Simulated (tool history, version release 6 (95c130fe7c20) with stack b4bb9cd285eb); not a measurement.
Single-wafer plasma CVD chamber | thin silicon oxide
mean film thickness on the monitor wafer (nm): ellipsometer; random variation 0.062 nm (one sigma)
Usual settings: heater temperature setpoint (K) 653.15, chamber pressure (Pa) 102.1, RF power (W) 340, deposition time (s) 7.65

| run | hour | heater temperature setpoint (K) | chamber pressure (Pa) | RF power (W) | deposition time (s) | read-back reference wafer on the same gauge, thickness_nm | mean film thickness on the monitor wafer (nm) |
|---|---|---|---|---|---|---|---|
| 1 | 0.0 | 653.15 | 96.0 | 375 | 7.65 | 16.482 | 14.032 |
| 2 | 14.3 | 653.15 | 102.1 | 340 | 7.65 | 16.526 | 14.251 |
|  | 26.5 | capacitance manometer re-zeroed and calibrated |
| 3 | 27.0 | 653.15 | 102.1 | 340 | 7.65 | 16.503 | 14.299 |
| 4 | 35.9 | 653.15 | 102.1 | 340 | 7.65 | 16.507 | 14.177 |
| 5 | 47.4 | 653.15 | 102.1 | 340 | 7.65 | 16.505 | 14.308 |
| 6 | 57.5 | 653.15 | 102.1 | 340 | 7.65 | 16.547 | 14.296 |
| 7 | 67.9 | 653.15 | 102.1 | 340 | 7.65 | 16.498 | 14.398 |
| 8 | 81.3 | 642.15 | 102.1 | 340 | 7.65 | 16.523 | 14.450 |
| 9 | 91.9 | 657.15 | 102.1 | 305 | 7.65 | 16.483 | 13.554 |
| 10 | 99.8 | 653.15 | 102.1 | 340 | 7.65 | 16.494 | 14.374 |
| 11 | 115.4 | 653.15 | 102.1 | 275 | 8.06 | 16.494 | 13.795 |
|  | 126.3 | thermocouple changed; heater temperature recalibrated |
| 12 | 126.8 | 653.15 | 102.1 | 295 | 7.65 | 16.500 | 13.334 |
| 13 | 137.4 | 643.15 | 102.1 | 295 | 6.83 | 16.489 | 12.151 |
| 14 | 154.2 | 653.15 | 102.1 | 340 | 7.65 | 16.506 | 14.239 |
| 15 | 171.1 | 653.15 | 102.1 | 340 | 6.77 | 16.495 | 12.610 |
| 16 | 183.1 | 653.15 | 102.1 | 340 | 8.07 | 16.487 | 15.047 |
|  | 186.6 | gauge calibrated |
| 17 | 196.0 | 653.15 | 76.9 | 340 | 7.65 | 16.506 | 10.500 |
| 18 | 212.5 | 641.15 | 86.1 | 300 | 7.65 | 16.480 | 11.481 |
| 19 | 263.5 | 653.15 | 102.1 | 300 | 7.65 | 16.528 | 13.547 |
| 20 | 274.1 | 653.15 | 102.1 | 340 | 7.65 | 16.477 | 14.350 |
| 21 | 289.7 | 653.15 | 102.1 | 340 | 7.65 | 16.534 | 14.253 |
| 22 | 303.9 | 642.15 | 102.1 | 320 | 7.65 | 16.505 | 14.085 |
| 23 | 312.9 | 644.15 | 90.7 | 370 | 7.65 | 16.519 | 13.123 |
| 24 | 325.6 | 653.15 | 81.9 | 340 | 7.65 | 16.511 | 11.280 |
| 25 | 333.3 | 657.15 | 102.1 | 405 | 9.02 | 16.527 | 17.993 |
| 26 | 349.1 | 667.15 | 102.1 | 290 | 8.71 | 16.495 | 15.045 |
| 27 | 363.7 | 660.15 | 95.6 | 395 | 6.54 | 16.482 | 12.095 |
| 28 | 371.7 | 653.15 | 102.1 | 340 | 7.65 | 16.493 | 14.280 |

5 ways to go on from here, each from the tool as it stands after run 28. What would each give?
| A | 372.1 | 653.15 | 102.1 | 340 | 7.65 | ? | ? |
| B | 372.1 | 643.15 | 102.1 | 300 | 6.49 | ? | ? |
| C | 372.1 | 653.15 | 83.7 | 270 | 7.65 | ? | ? |
| D | 372.1 | 659.15 | 119.9 | 400 | 6.20 | ? | ? |
| E | 372.1 | 653.15 | 95.3 | 305 | 7.65 | ? | ? |

| run | read-back reference wafer on the same gauge, thickness_nm | mean film thickness on the monitor wafer (nm) |
|---|---|---|
| A | 16.505 | 14.356 |
| B | 16.505 | 11.648 |
| C | 16.505 | 10.562 |
| D | 16.505 | 14.246 |
| E | 16.505 | 12.805 |
Without the tool's hidden state the same runs would have given:
| run | mean film thickness on the monitor wafer (nm) |
|---|---|
| A | 14.356 |
| B | 11.648 |
| C | 10.562 |
| D | 14.246 |
| E | 12.805 |
